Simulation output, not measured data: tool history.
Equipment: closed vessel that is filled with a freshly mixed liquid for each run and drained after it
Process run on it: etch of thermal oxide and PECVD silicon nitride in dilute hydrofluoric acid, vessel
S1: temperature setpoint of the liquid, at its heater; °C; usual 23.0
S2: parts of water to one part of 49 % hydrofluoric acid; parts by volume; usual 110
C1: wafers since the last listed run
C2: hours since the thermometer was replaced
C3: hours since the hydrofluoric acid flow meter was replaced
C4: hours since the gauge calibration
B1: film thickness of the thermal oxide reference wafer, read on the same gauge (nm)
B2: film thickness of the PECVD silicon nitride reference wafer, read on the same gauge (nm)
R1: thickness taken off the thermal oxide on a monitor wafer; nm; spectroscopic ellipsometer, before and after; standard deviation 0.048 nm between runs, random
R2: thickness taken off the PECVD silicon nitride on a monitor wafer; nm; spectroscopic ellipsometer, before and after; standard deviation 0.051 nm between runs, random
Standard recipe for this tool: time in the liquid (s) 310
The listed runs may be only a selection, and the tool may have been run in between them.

run 1 hour=0.0 | S1=23.0 S2=110 time_in_the_liquid_(s)=310 | C1=0 C2=2627.4 C3=1341.3 C4=113.6 | B1=109.95 B2=90.01 | R1=13.81 R2=10.45
run 2 hour=10.5 | S1=23.0 S2=110 time_in_the_liquid_(s)=310 | C1=1182 C2=2637.9 C3=1351.8 C4=124.1 | B1=110.00 B2=89.99 | R1=13.72 R2=10.47
run 3 hour=19.9 | S1=23.0 S2=110 time_in_the_liquid_(s)=310 | C1=1058 C2=2647.3 C3=1361.2 C4=133.5 | B1=109.99 B2=90.02 | R1=13.76 R2=10.44
run 4 hour=35.3 | S1=26.5 S2=110 time_in_the_liquid_(s)=255 | C1=1734 C2=2662.7 C3=1376.6 C4=148.9 | B1=110.02 B2=90.01 | R1=12.92 R2=10.88
run 5 hour=52.1 | S1=26.5 S2=110 time_in_the_liquid_(s)=255 | C1=1892 C2=2679.5 C3=1393.4 C4=165.7 | B1=109.97 B2=90.01 | R1=12.97 R2=10.83
run 6 hour=65.6 | S1=23.0 S2=110 time_in_the_liquid_(s)=310 | C1=1520 C2=2693.0 C3=1406.9 C4=179.2 | B1=109.99 B2=90.01 | R1=13.81 R2=10.45
-- hour=72.5 thermometer replaced
run 7 hour=80.4 | S1=20.0 S2=110 time_in_the_liquid_(s)=310 | C1=1554 C2=7.9 C3=1421.7 C4=194.0 | B1=109.98 B2=90.02 | R1=12.32 R2=8.61
run 8 hour=90.0 | S1=20.0 S2=110 time_in_the_liquid_(s)=310 | C1=1081 C2=17.5 C3=1431.3 C4=203.6 | B1=110.03 B2=90.00 | R1=12.28 R2=8.60
run 9 hour=99.8 | S1=23.0 S2=110 time_in_the_liquid_(s)=310 | C1=1104 C2=27.3 C3=1441.1 C4=213.4 | B1=110.00 B2=89.98 | R1=13.85 R2=10.59
run 10 hour=108.7 | S1=19.0 S2=130 time_in_the_liquid_(s)=205 | C1=1002 C2=36.2 C3=1450.0 C4=222.3 | B1=110.01 B2=90.00 | R1=6.44 R2=4.54
run 11 hour=121.7 | S1=27.5 S2=110 time_in_the_liquid_(s)=245 | C1=1464 C2=49.2 C3=1463.0 C4=235.3 | B1=110.04 B2=89.97 | R1=13.00 R2=11.20
run 12 hour=132.0 | S1=27.5 S2=55 time_in_the_liquid_(s)=390 | C1=1160 C2=59.5 C3=1473.3 C4=245.6 | B1=110.01 B2=90.02 | R1=44.55 R2=35.89
-- hour=133.1 gauge calibrated
-- hour=141.3 hydrofluoric acid flow meter replaced
run 13 hour=145.4 | S1=23.0 S2=110 time_in_the_liquid_(s)=310 | C1=1396 C2=72.9 C3=4.1 C4=12.3 | B1=110.02 B2=89.95 | R1=12.12 R2=9.35
run 14 hour=156.1 | S1=23.0 S2=110 time_in_the_liquid_(s)=310 | C1=1205 C2=83.6 C3=14.8 C4=23.0 | B1=110.06 B2=90.02 | R1=12.22 R2=9.36
run 15 hour=166.4 | S1=27.0 S2=110 time_in_the_liquid_(s)=130 | C1=1160 C2=93.9 C3=25.1 C4=33.3 | B1=110.00 B2=90.00 | R1=5.95 R2=5.16
run 16 hour=178.0 | S1=23.0 S2=110 time_in_the_liquid_(s)=310 | C1=1306 C2=105.5 C3=36.7 C4=44.9 | B1=110.02 B2=90.02 | R1=12.16 R2=9.47
run 17 hour=221.0 | S1=25.0 S2=150 time_in_the_liquid_(s)=310 | C1=4844 C2=148.5 C3=79.7 C4=87.9 | B1=109.96 B2=90.03 | R1=9.23 R2=7.93
run 18 hour=236.9 | S1=26.5 S2=75 time_in_the_liquid_(s)=450 | C1=1791 C2=164.4 C3=95.6 C4=103.8 | B1=110.01 B2=90.02 | R1=31.27 R2=25.22

Each row is a separate what-if for the run after 18, all from the same tool condition, not one after another. Results?
run A hour=237.6 | S1=23.0 S2=110 time_in_the_liquid_(s)=310 | C1=78 C2=165.1 C3=96.3 C4=104.5 | B1=? B2=? | R1=? R2=?
run B hour=237.6 | S1=25.5 S2=110 time_in_the_liquid_(s)=310 | C1=78 C2=165.1 C3=96.3 C4=104.5 | B1=? B2=? | R1=? R2=?
run C hour=237.6 | S1=23.0 S2=75 time_in_the_liquid_(s)=310 | C1=78 C2=165.1 C3=96.3 C4=104.5 | B1=? B2=? | R1=? R2=?

run=A B1=109.97 B2=90.02 R1=12.24 R2=9.54
run=B B1=109.97 B2=90.02 R1=13.50 R2=11.24
run=C B1=109.97 B2=90.02 R1=18.72 R2=13.91
Had the tool no hidden state, the same runs would have come out as:
run=A R1=12.13 R2=9.47
run=B R1=13.38 R2=11.15
run=C R1=18.56 R2=13.80
